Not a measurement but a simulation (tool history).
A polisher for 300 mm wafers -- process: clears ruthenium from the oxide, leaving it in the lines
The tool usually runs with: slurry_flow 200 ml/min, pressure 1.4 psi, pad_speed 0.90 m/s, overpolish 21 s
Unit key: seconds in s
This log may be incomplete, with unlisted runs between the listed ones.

| run | hour | slurry_flow | pressure | pad_speed | overpolish | wafers since the last listed run | wafers polished on this pad | hours since the slurry nozzle was cleaned | hours since the head pressure was calibrated | incoming thickness of the incoming film, nm | seconds |
|---|---|---|---|---|---|---|---|---|---|---|---|
| 1 | 0.0 | 165 | 1.4 | 1.10 | 21 | 0 | 1211 | 895.6 | 94.0 | 93.8 | 111.6 |
|  | 10.8 | slurry nozzle cleaned |
|  | 37.8 | worn pad replaced by a new one |
| 2 | 51.2 | 165 | 1.4 | 1.10 | 21 | 204 | 59 | 40.4 | 145.2 | 96.7 | 115.0 |
| 3 | 79.1 | 200 | 1.4 | 0.90 | 21 | 123 | 182 | 68.3 | 173.1 | 94.3 | 131.0 |
| 4 | 143.1 | 200 | 1.4 | 0.90 | 21 | 282 | 465 | 132.3 | 237.1 | 94.1 | 132.1 |
| 5 | 192.1 | 200 | 1.4 | 0.90 | 25 | 216 | 681 | 181.3 | 286.1 | 94.8 | 133.7 |
| 6 | 218.5 | 200 | 1.4 | 0.90 | 21 | 116 | 798 | 207.7 | 312.5 | 93.5 | 131.8 |
| 7 | 276.6 | 200 | 1.4 | 0.90 | 21 | 256 | 1054 | 265.8 | 370.6 | 95.8 | 132.7 |
| 8 | 327.8 | 200 | 1.7 | 0.90 | 21 | 226 | 1281 | 317.0 | 421.8 | 94.7 | 115.5 |
| 9 | 375.7 | 200 | 1.7 | 0.90 | 21 | 211 | 1492 | 364.9 | 469.7 | 95.9 | 115.6 |
|  | 403.0 | worn pad replaced by a new one |
| 10 | 435.7 | 200 | 1.7 | 0.90 | 21 | 247 | 144 | 424.9 | 529.7 | 96.4 | 114.5 |
| 11 | 467.6 | 200 | 1.4 | 0.90 | 21 | 140 | 285 | 456.8 | 561.6 | 95.7 | 133.5 |
| 12 | 504.7 | 200 | 1.4 | 0.90 | 21 | 163 | 449 | 493.9 | 598.7 | 96.6 | 131.6 |
| 13 | 545.0 | 200 | 1.4 | 0.90 | 21 | 178 | 627 | 534.2 | 639.0 | 96.3 | 131.8 |
| 14 | 597.9 | 200 | 1.4 | 0.90 | 21 | 233 | 860 | 587.1 | 691.9 | 95.0 | 132.2 |
| 15 | 648.9 | 200 | 1.1 | 0.90 | 21 | 225 | 1086 | 638.1 | 742.9 | 96.0 | 161.7 |
| 16 | 673.7 | 175 | 1.4 | 0.90 | 21 | 109 | 1195 | 662.9 | 767.7 | 93.3 | 135.5 |
| 17 | 703.7 | 175 | 1.4 | 0.90 | 21 | 132 | 1328 | 692.9 | 797.7 | 96.4 | 138.6 |
|  | 741.3 | worn pad replaced by a new one |
|  | 835.8 | slurry nozzle cleaned |
| 18 | 866.6 | 150 | 1.4 | 0.90 | 21 | 697 | 548 | 30.8 | 960.6 | 94.8 | 142.5 |
| 19 | 927.8 | 200 | 1.4 | 0.90 | 21 | 270 | 819 | 92.0 | 1021.8 | 93.7 | 130.0 |
| 20 | 957.1 | 200 | 1.4 | 0.90 | 21 | 129 | 948 | 121.3 | 1051.1 | 94.3 | 134.2 |
| 21 | 1010.7 | 250 | 1.4 | 1.04 | 11 | 236 | 1185 | 174.9 | 1104.7 | 95.0 | 110.9 |
| 22 | 1049.3 | 235 | 1.0 | 0.90 | 21 | 170 | 1356 | 213.5 | 1143.3 | 93.6 | 162.3 |
|  | 1073.7 | worn pad replaced by a new one |
| 23 | 1077.4 | 200 | 1.2 | 0.90 | 21 | 106 | 16 | 241.6 | 1171.4 | 94.8 | 151.4 |
| 24 | 1137.0 | 250 | 1.0 | 0.98 | 28 | 263 | 279 | 301.2 | 1231.0 | 95.1 | 151.4 |
|  | 1173.0 | head pressure recalibrated |
| 25 | 1207.7 | 200 | 1.1 | 0.90 | 10 | 303 | 583 | 371.9 | 34.7 | 94.2 | 161.7 |
| 26 | 1278.3 | 230 | 1.9 | 1.18 | 25 | 311 | 894 | 442.5 | 105.3 | 94.5 | 77.8 |
| 27 | 1310.5 | 200 | 1.4 | 0.90 | 21 | 142 | 1037 | 474.7 | 137.5 | 95.7 | 134.2 |
|  | 1369.3 | worn pad replaced by a new one |
| 28 | 1369.8 | 200 | 1.4 | 0.90 | 21 | 244 | 2 | 534.0 | 196.8 | 95.2 | 133.2 |
| 29 | 1429.1 | 200 | 1.4 | 0.90 | 21 | 261 | 264 | 593.3 | 256.1 | 94.6 | 133.1 |
| 30 | 1472.5 | 165 | 1.6 | 0.90 | 25 | 191 | 456 | 636.7 | 299.5 | 96.7 | 124.5 |
| 31 | 1532.9 | 260 | 1.4 | 0.90 | 21 | 266 | 722 | 697.1 | 359.9 | 94.8 | 131.6 |
| 32 | 1592.2 | 200 | 1.4 | 0.90 | 21 | 261 | 984 | 756.4 | 419.2 | 94.6 | 133.2 |
| 33 | 1618.6 | 200 | 1.4 | 0.90 | 21 | 116 | 1101 | 782.8 | 445.6 | 95.8 | 134.0 |
| 34 | 1643.9 | 235 | 1.4 | 1.04 | 21 | 111 | 1213 | 808.1 | 470.9 | 96.6 | 114.4 |

The tool's hidden state at each run:
removal rate lost through wear of the pad, %: 0 across all the runs
slurry flow missing at the pad, %: 0 across all the runs
deviation of the head's pressure from its setpoint, %: 0 across all the runs
